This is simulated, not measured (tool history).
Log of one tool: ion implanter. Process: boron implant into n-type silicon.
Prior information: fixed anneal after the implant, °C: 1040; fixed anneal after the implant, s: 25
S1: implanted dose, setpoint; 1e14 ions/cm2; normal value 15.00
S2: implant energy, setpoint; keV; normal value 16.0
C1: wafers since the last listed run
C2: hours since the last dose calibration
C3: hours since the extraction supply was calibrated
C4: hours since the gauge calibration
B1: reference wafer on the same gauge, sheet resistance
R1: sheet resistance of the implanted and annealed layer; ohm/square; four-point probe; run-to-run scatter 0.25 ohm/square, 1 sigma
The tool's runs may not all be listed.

{"run": 1, "day": 0.0, "S1": 15.0, "S2": 16.0, "C1": 0, "C2": 929.5, "C3": 2230.3, "C4": 697.4, "B1": 100.6, "R1": 98.09}
{"run": 2, "day": 3.846, "S1": 15.0, "S2": 16.0, "C1": 2250, "C2": 1021.8, "C3": 2322.6, "C4": 789.7, "B1": 100.75, "R1": 97.73}
{"run": 3, "day": 7.558, "S1": 15.0, "S2": 16.0, "C1": 2172, "C2": 1110.9, "C3": 2411.7, "C4": 878.8, "B1": 100.66, "R1": 97.71}
{"run": 4, "day": 9.217, "S1": 15.0, "S2": 16.0, "C1": 970, "C2": 1150.7, "C3": 2451.5, "C4": 918.6, "B1": 100.69, "R1": 97.45}
{"run": 5, "day": 12.617, "S1": 15.0, "S2": 16.0, "C1": 1989, "C2": 1232.3, "C3": 2533.1, "C4": 1000.2, "B1": 100.72, "R1": 97.74}
{"run": 6, "day": 15.542, "S1": 15.0, "S2": 16.0, "C1": 1711, "C2": 1302.5, "C3": 2603.3, "C4": 1070.4, "B1": 100.76, "R1": 97.56}
{"run": 7, "day": 19.225, "S1": 12.47, "S2": 16.0, "C1": 2155, "C2": 1390.9, "C3": 2691.7, "C4": 1158.8, "B1": 100.65, "R1": 112.39}
{"run": 8, "day": 24.35, "S1": 15.0, "S2": 11.5, "C1": 2998, "C2": 1513.9, "C3": 2814.7, "C4": 1281.8, "B1": 100.72, "R1": 103.86}
{"day": 25.071, "done": "extraction supply calibrated"}
{"run": 9, "day": 28.121, "S1": 15.0, "S2": 11.5, "C1": 2011, "C2": 1604.4, "C3": 73.2, "C4": 1372.3, "B1": 100.62, "R1": 104.41}
{"run": 10, "day": 29.862, "S1": 15.0, "S2": 11.5, "C1": 1019, "C2": 1646.2, "C3": 115.0, "C4": 1414.1, "B1": 100.65, "R1": 104.39}
{"run": 11, "day": 33.967, "S1": 15.0, "S2": 16.0, "C1": 2401, "C2": 1744.7, "C3": 213.5, "C4": 1512.6, "B1": 100.62, "R1": 97.47}
{"run": 12, "day": 35.754, "S1": 12.31, "S2": 16.0, "C1": 1045, "C2": 1787.6, "C3": 256.4, "C4": 1555.5, "B1": 100.67, "R1": 113.31}
{"run": 13, "day": 38.871, "S1": 11.59, "S2": 10.5, "C1": 1823, "C2": 1862.4, "C3": 331.2, "C4": 1630.3, "B1": 100.79, "R1": 125.53}
{"run": 14, "day": 40.412, "S1": 15.0, "S2": 10.5, "C1": 902, "C2": 1899.4, "C3": 368.2, "C4": 1667.3, "B1": 100.61, "R1": 106.49}
{"run": 15, "day": 42.55, "S1": 15.0, "S2": 14.0, "C1": 1250, "C2": 1950.7, "C3": 419.5, "C4": 1718.6, "B1": 100.73, "R1": 99.64}
{"run": 16, "day": 44.25, "S1": 16.45, "S2": 12.0, "C1": 994, "C2": 1991.5, "C3": 460.3, "C4": 1759.4, "B1": 100.72, "R1": 98.18}
{"day": 44.479, "done": "gauge calibrated"}
{"day": 44.792, "done": "Faraday cup replaced and dose calibrated"}
{"run": 17, "day": 48.579, "S1": 13.37, "S2": 16.0, "C1": 2338, "C2": 90.9, "C3": 564.2, "C4": 98.4, "B1": 100.61, "R1": 106.2}
{"run": 18, "day": 52.625, "S1": 15.0, "S2": 11.5, "C1": 2367, "C2": 188.0, "C3": 661.3, "C4": 195.5, "B1": 100.73, "R1": 104.2}
{"run": 19, "day": 56.354, "S1": 13.16, "S2": 20.0, "C1": 2182, "C2": 277.5, "C3": 750.8, "C4": 285.0, "B1": 100.8, "R1": 104.89}
{"run": 20, "day": 58.225, "S1": 16.16, "S2": 16.0, "C1": 1094, "C2": 322.4, "C3": 795.7, "C4": 329.9, "B1": 100.85, "R1": 92.53}
{"run": 21, "day": 60.996, "S1": 13.57, "S2": 18.0, "C1": 1621, "C2": 388.9, "C3": 862.2, "C4": 396.4, "B1": 100.69, "R1": 103.45}

4 ways to go on from here, each from the tool as it stands after run 21. What would each give?
{"run": "A", "day": 61.012, "S1": 16.22, "S2": 16.0, "C1": 9, "C2": 389.3, "C3": 862.6, "C4": 396.8, "B1": "?", "R1": "?"}
{"run": "B", "day": 61.012, "S1": 13.37, "S2": 18.0, "C1": 9, "C2": 389.3, "C3": 862.6, "C4": 396.8, "B1": "?", "R1": "?"}
{"run": "C", "day": 61.012, "S1": 15.0, "S2": 21.5, "C1": 9, "C2": 389.3, "C3": 862.6, "C4": 396.8, "B1": "?", "R1": "?"}
{"run": "D", "day": 61.012, "S1": 17.67, "S2": 18.0, "C1": 9, "C2": 389.3, "C3": 862.6, "C4": 396.8, "B1": "?", "R1": "?"}

run=A B1=100.66 R1=92.61
run=B B1=100.66 R1=105.00
run=C B1=100.66 R1=93.76
run=D B1=100.66 R1=85.28
Stripped of hidden state, with their random variation kept, the same runs would have yielded:
run=A R1=92.61
run=B R1=105.00
run=C R1=93.76
run=D R1=85.28

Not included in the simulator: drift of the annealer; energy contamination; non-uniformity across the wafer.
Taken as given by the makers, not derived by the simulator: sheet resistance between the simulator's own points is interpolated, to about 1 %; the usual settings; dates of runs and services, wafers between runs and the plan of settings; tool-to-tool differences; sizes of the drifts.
